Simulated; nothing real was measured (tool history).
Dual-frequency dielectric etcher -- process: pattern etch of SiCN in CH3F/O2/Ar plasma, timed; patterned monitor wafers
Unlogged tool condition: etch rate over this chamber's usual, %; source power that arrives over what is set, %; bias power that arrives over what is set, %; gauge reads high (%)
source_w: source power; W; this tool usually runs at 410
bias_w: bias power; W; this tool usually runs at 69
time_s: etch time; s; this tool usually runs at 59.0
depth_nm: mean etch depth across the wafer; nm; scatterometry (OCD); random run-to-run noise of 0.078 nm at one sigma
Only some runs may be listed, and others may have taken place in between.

run	day	source_w	bias_w	time_s	wafers since the last listed run	hours since the last wet clean	hours since the last source power generator calibration	hours since the last bias power generator calibration	hours since the last upper electrode change	hours since the gauge calibration	read-back reference wafer on the same gauge, depth_nm	depth_nm
1	0.000	410	69	65.0	0	254.2	4086.1	3972.5	3735.4	113.2	24.82	24.44
2	2.179	370	69	59.0	443	306.5	4138.4	4024.8	3787.7	165.5	24.83	20.92
3	2.596	370	69	59.0	84	316.5	4148.4	4034.8	3797.7	175.5	24.79	20.91
# day 3.200: source power generator calibrated
4	3.221	370	69	59.0	93	331.5	0.5	4049.8	3812.7	190.5	24.80	20.72
5	3.488	410	63	47.0	54	337.9	6.9	4056.2	3819.1	196.9	24.76	16.83
6	3.746	410	63	47.0	52	344.1	13.1	4062.4	3825.3	203.1	24.78	16.76
# day 4.962: upper electrode replaced
7	4.983	410	69	59.0	48	373.8	42.8	4092.1	0.5	232.8	24.80	22.15
8	5.408	410	69	59.0	86	384.0	53.0	4102.3	10.7	243.0	24.80	21.88
# day 6.450: bias power generator calibrated
# day 6.562: wet clean of the chamber
9	6.583	410	69	59.0	181	0.5	81.2	3.2	38.9	271.2	24.83	22.26
10	6.600	410	69	59.0	3	0.9	81.6	3.6	39.3	271.6	24.81	22.46
# day 6.642: gauge calibrated
11	6.746	410	69	59.0	29	4.4	85.1	7.1	42.8	2.5	24.79	22.28
12	7.354	410	81	50.0	123	19.0	99.7	21.7	57.4	17.1	24.79	20.34
13	7.808	490	84	59.0	92	29.9	110.6	32.6	68.3	28.0	24.80	26.29
14	8.129	460	69	59.0	65	37.6	118.3	40.3	76.0	35.7	24.80	23.52
15	8.550	410	69	73.0	85	47.7	128.4	50.4	86.1	45.8	24.85	27.51
16	8.958	410	69	76.0	83	57.5	138.2	60.2	95.9	55.6	24.78	28.48
17	9.642	370	63	76.5	138	73.9	154.6	76.6	112.3	72.0	24.82	26.20
18	10.321	410	69	59.0	138	90.2	170.9	92.9	128.6	88.3	24.77	22.19
19	10.654	410	69	59.0	67	98.2	178.9	100.9	136.6	96.3	24.81	22.18
20	11.317	380	56	53.5	134	114.1	194.8	116.8	152.5	112.2	24.81	17.67
21	11.592	380	65	59.0	55	120.7	201.4	123.4	159.1	118.8	24.83	20.68
22	11.983	470	59	66.0	79	130.1	210.8	132.8	168.5	128.2	24.82	24.84
23	13.788	410	69	59.0	366	173.4	254.1	176.1	211.8	171.5	24.81	22.29
24	14.283	320	69	47.0	100	185.3	266.0	188.0	223.7	183.4	24.82	15.54
25	14.583	410	79	69.5	61	192.5	273.2	195.2	230.9	190.6	24.83	27.67
26	15.062	470	76	72.0	97	204.0	284.7	206.7	242.4	202.1	24.82	30.18
27	15.421	320	58	73.0	72	212.6	293.3	215.3	251.0	210.7	24.81	22.00
28	15.708	410	77	59.0	58	219.5	300.2	222.2	257.9	217.6	24.77	23.22
29	16.275	410	69	59.0	115	233.1	313.8	235.8	271.5	231.2	24.77	22.14
30	16.662	330	80	75.0	78	242.4	323.1	245.1	280.8	240.5	24.81	26.94

Each row is a separate what-if for the run after 30, all from the same tool condition, not one after another. Results?
A	16.679	410	69	59.0	3	242.8	323.5	245.5	281.2	240.9	?	?
B	16.679	330	56	46.5	3	242.8	323.5	245.5	281.2	240.9	?	?
C	16.679	410	76	66.5	3	242.8	323.5	245.5	281.2	240.9	?	?
D	16.679	410	57	59.0	3	242.8	323.5	245.5	281.2	240.9	?	?

run	read-back reference wafer on the same gauge, depth_nm	depth_nm
A	24.77	22.16
B	24.77	14.13
C	24.77	26.08
D	24.77	20.33
The same runs, with their run-to-run variation unchanged, on a tool lacking any hidden condition would have given:
run	depth_nm
A	22.38
B	14.28
C	26.35
D	20.54
